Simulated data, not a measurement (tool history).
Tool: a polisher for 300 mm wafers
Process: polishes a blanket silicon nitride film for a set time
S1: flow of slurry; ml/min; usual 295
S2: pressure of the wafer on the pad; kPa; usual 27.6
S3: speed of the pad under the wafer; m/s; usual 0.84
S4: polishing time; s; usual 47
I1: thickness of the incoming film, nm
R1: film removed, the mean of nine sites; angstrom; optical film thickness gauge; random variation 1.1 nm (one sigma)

run	day	S1	S2	S3	S4	I1	R1
1	0	355	33.1	0.84	47	373.5	950
2	1.3	355	33.1	0.84	47	377.9	925
3	4.133	295	27.6	0.84	47	371.1	766
4	5.483	295	27.6	0.84	47	369	759
# day 8.2: worn pad replaced by a new one
5	8.371	295	27.6	0.84	47	368.9	782
6	9.479	295	27.6	0.84	47	371	798
7	11.658	370	27.6	0.92	47	372.8	869
8	13.096	295	27.6	0.68	43	367.4	611
# day 13.438: slurry nozzle cleaned
9	14.288	295	27.6	0.84	47	367.9	781
10	17.212	295	27.6	0.84	47	369.5	792
11	19.754	295	27.6	0.84	47	367	747
12	21.538	245	31	0.84	47	367.8	830
13	24	245	31	0.84	47	370.1	826
# day 25.904: worn pad replaced by a new one
14	26.879	245	31	0.84	47	367.1	880
# day 27.733: head pressure recalibrated
15	28.121	295	27.6	0.84	47	369	789
16	31.104	295	27.6	0.84	47	374.1	806
17	36.921	295	27.6	0.84	47	370.1	749
18	38.779	340	31.7	0.84	41	369.5	760
19	40.442	295	27.6	0.84	47	376.1	744
# day 41.038: worn pad replaced by a new one
20	42.588	375	34.5	0.84	47	369.8	999
21	44.1	295	27.6	0.84	62	362	1031
# day 44.188: slurry nozzle cleaned
22	46.108	295	27.6	1.06	47	367.6	916
23	48.162	295	18.6	0.96	55	371.9	675
24	50.246	295	23.4	1.14	47	378.5	812
25	54.317	360	21.4	1	47	373	678
26	56.342	295	27.6	0.84	54	364.7	858
# day 57.025: worn pad replaced by a new one, of another model than before
27	58.558	395	27.6	0.98	47	363.3	931
28	60.025	295	34.5	0.84	47	373.9	939
29	67.583	330	33.8	0.68	32	367	503
30	68.729	295	27.6	1.08	51	374.6	1036
31	71.671	295	27.6	1.12	47	367.6	1009
32	74.438	330	27.6	0.84	47	366.9	761
# day 76.317: worn pad replaced by a new one
33	76.754	295	27.6	0.84	35	367.8	591
34	78.367	295	19.3	0.84	47	373.4	618
35	79.671	195	36.5	0.84	47	376.9	962
# day 79.996: head pressure recalibrated
36	80.842	205	35.2	0.84	57	363.3	1159
37	83.008	295	27.6	0.84	47	366.4	787

What the log doesn't show, run by run:
slurry flow missing at the pad, %: 0 in every run
deviation of the head's pressure from its setpoint, %: 0 in every run
H1: removal rate lost through wear of the pad, %
run	H1
1	3.24
2	3.67
3	4.63
4	5.09
5	0.304
6	0.677
7	1.41
8	1.9
9	2.3
10	3.29
11	4.14
12	4.75
13	5.58
14	0.491
15	0.91
16	1.92
17	3.88
18	4.51
19	5.07
20	0.958
21	1.47
22	2.15
23	2.84
24	3.54
25	4.91
26	5.6
27	0.692
28	1.19
29	3.74
30	4.12
31	5.12
32	6.05
33	0.568
34	1.11
35	1.55
36	1.95
37	2.68
